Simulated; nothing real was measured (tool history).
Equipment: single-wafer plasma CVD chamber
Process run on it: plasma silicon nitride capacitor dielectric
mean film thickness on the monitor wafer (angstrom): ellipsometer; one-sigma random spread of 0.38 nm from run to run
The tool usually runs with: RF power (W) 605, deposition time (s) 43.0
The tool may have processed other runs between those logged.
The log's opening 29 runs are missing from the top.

run	hour	RF power (W)	deposition time (s)	read-back reference wafer on the same gauge, thickness_nm	mean film thickness on the monitor wafer (angstrom)
30	1772.4	700	43.0	62.739	745.59
31	1814.6	605	45.2	62.674	766.17
32	1862.6	605	46.3	62.680	782.09
33	1902.5	550	43.0	62.564	695.90
34	1928.7	605	43.0	62.565	717.61
35	1978.9	520	40.4	62.540	651.30
36	2012.7	605	46.6	62.394	780.22
37	2042.6	605	43.0	62.397	720.30
38	2206.4	605	45.7	62.160	767.73
39	2257.0	670	34.6	62.208	595.24
40	2327.6	495	45.7	62.082	712.00
41	2353.1	545	47.1	62.020	759.27
42	2384.2	655	47.9	61.926	817.15
43	2527.7	605	43.0	61.861	715.13
44	2566.8	605	43.0	61.746	717.44

3 ways to go on from here, each from the tool as it stands after run 44. What would each give?
A	2567.2	605	38.2	?	?
B	2567.2	605	39.4	?	?
C	2567.2	650	38.7	?	?

run	read-back reference wafer on the same gauge, thickness_nm	mean film thickness on the monitor wafer (angstrom)
A	61.735	624.54
B	61.735	644.16
C	61.735	646.38
What these runs would have given with no unlogged condition in the tool:
run	mean film thickness on the monitor wafer (angstrom)
A	642.42
B	662.60
C	664.88
